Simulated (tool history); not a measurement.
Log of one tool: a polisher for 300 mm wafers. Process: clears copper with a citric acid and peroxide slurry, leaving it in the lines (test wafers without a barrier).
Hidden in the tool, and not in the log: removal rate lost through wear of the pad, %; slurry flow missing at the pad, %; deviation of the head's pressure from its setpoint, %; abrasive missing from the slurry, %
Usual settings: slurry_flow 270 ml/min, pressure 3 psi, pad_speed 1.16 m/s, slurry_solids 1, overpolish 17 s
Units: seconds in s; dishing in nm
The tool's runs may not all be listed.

| run | hour | slurry_flow | pressure | pad_speed | slurry_solids | overpolish | wafers since the last listed run | wafers polished on this pad | hours since the slurry nozzle was cleaned | hours since the head pressure was calibrated | hours since the slurry blender was calibrated | incoming thickness of the incoming film, nm | seconds | dishing |
|---|---|---|---|---|---|---|---|---|---|---|---|---|---|---|
| 1 | 0 | 340 | 3 | 1.16 | 1 | 17 | 0 | 405 | 269 | 231 | 235.2 | 217.1 | 71.8 | 38.3 |
| 2 | 13.2 | 340 | 3 | 1.16 | 1 | 17 | 128 | 534 | 282.2 | 244.2 | 248.4 | 215.6 | 72.1 | 37.6 |
|  | 31 | slurry blender recalibrated |
| 3 | 39.7 | 340 | 3 | 1.16 | 1 | 17 | 238 | 772 | 308.7 | 270.7 | 8.7 | 216.8 | 66.8 | 38.8 |
|  | 49.4 | worn pad replaced by a new one |
| 4 | 59.6 | 270 | 3 | 1.16 | 1.2 | 17 | 154 | 99 | 328.6 | 290.6 | 28.6 | 212 | 66.4 | 40.5 |
| 5 | 77.4 | 270 | 3 | 1.16 | 1.2 | 17 | 173 | 272 | 346.4 | 308.4 | 46.4 | 216.3 | 68.4 | 39.5 |
| 6 | 110.2 | 270 | 3 | 1.16 | 1 | 17 | 319 | 591 | 379.2 | 341.2 | 79.2 | 217 | 70.7 | 38.6 |
| 7 | 125.5 | 270 | 3 | 1.16 | 1 | 17 | 148 | 740 | 394.5 | 356.5 | 94.5 | 211.7 | 65.9 | 37.9 |
| 8 | 138.6 | 270 | 3 | 1.16 | 1 | 17 | 127 | 868 | 407.6 | 369.6 | 107.6 | 215.1 | 67.9 | 38.6 |
|  | 149.2 | worn pad replaced by a new one |
| 9 | 154.8 | 270 | 3 | 1.3 | 1.15 | 17 | 118 | 54 | 423.8 | 385.8 | 123.8 | 216.9 | 63.2 | 41 |
| 10 | 174.5 | 270 | 2.2 | 1.16 | 1 | 17 | 191 | 246 | 443.5 | 405.5 | 143.5 | 213.1 | 83.8 | 31.1 |
|  | 182.8 | head pressure recalibrated |
| 11 | 192.1 | 270 | 2.5 | 1.16 | 1.1 | 17 | 151 | 398 | 461.1 | 9.3 | 161.1 | 213.4 | 82.9 | 32.7 |
| 12 | 209.2 | 270 | 3 | 1.16 | 1 | 17 | 166 | 564 | 478.2 | 26.4 | 178.2 | 213.3 | 73.7 | 37 |
| 13 | 222.4 | 340 | 3 | 1.16 | 1 | 17 | 128 | 693 | 491.4 | 39.6 | 191.4 | 212.8 | 72.7 | 36.3 |
|  | 227.6 | slurry nozzle cleaned |
| 14 | 240.7 | 270 | 3 | 1.16 | 0.75 | 17 | 168 | 861 | 13.1 | 57.9 | 209.7 | 215.1 | 78.5 | 34.6 |
|  | 257.3 | worn pad replaced by a new one |
| 15 | 262.9 | 205 | 3 | 1.16 | 0.9 | 24 | 177 | 54 | 35.3 | 80.1 | 231.9 | 213.7 | 76.5 | 46.5 |
| 16 | 287.6 | 270 | 3 | 1.48 | 1 | 17 | 240 | 294 | 60 | 104.8 | 256.6 | 210.7 | 62.7 | 40.7 |
|  | 310 | slurry blender recalibrated |
| 17 | 318.5 | 210 | 3 | 1.16 | 1.3 | 10 | 281 | 576 | 90.9 | 135.7 | 8.5 | 216.9 | 68.9 | 23.2 |
| 18 | 330.9 | 270 | 3 | 1.48 | 1 | 17 | 120 | 696 | 103.3 | 148.1 | 20.9 | 211.7 | 59.6 | 44.1 |
|  | 350.5 | worn pad replaced by a new one |
| 19 | 355.5 | 220 | 3 | 1.16 | 1.3 | 12 | 200 | 48 | 127.9 | 172.7 | 45.5 | 216.1 | 70.3 | 29.2 |
| 20 | 370.2 | 270 | 3 | 1.16 | 1.1 | 17 | 143 | 191 | 142.6 | 187.4 | 60.2 | 215.8 | 71.8 | 37.8 |
| 21 | 388.6 | 270 | 3 | 0.94 | 1 | 17 | 179 | 370 | 161 | 205.8 | 78.6 | 213.7 | 80.6 | 32.9 |

5 ways to go on from here, each from the tool as it stands after run 21. What would each give?
| A | 389.1 | 270 | 3 | 0.9 | 1 | 17 | 4 | 375 | 161.5 | 206.3 | 79.1 | 214 | ? | ? |
| B | 389.1 | 315 | 4 | 1.52 | 1 | 24 | 4 | 375 | 161.5 | 206.3 | 79.1 | 214 | ? | ? |
| C | 389.1 | 365 | 2.3 | 1.48 | 0.8 | 17 | 4 | 375 | 161.5 | 206.3 | 79.1 | 214 | ? | ? |
| D | 389.1 | 180 | 3 | 1.16 | 0.75 | 17 | 4 | 375 | 161.5 | 206.3 | 79.1 | 214 | ? | ? |
| E | 389.1 | 270 | 3 | 1.44 | 1 | 17 | 4 | 375 | 161.5 | 206.3 | 79.1 | 214 | ? | ? |

| run | seconds | dishing |
|---|---|---|
| A | 82.3 | 32.9 |
| B | 45.6 | 72.4 |
| C | 73.2 | 36.2 |
| D | 75.2 | 35.7 |
| E | 60.5 | 43.1 |
Without the tool's hidden state the same runs would have given:
| run | seconds | dishing |
|---|---|---|
| A | 83.4 | 32.5 |
| B | 46.2 | 71.6 |
| C | 74.2 | 35.8 |
| D | 76.1 | 35.3 |
| E | 61.3 | 42.6 |

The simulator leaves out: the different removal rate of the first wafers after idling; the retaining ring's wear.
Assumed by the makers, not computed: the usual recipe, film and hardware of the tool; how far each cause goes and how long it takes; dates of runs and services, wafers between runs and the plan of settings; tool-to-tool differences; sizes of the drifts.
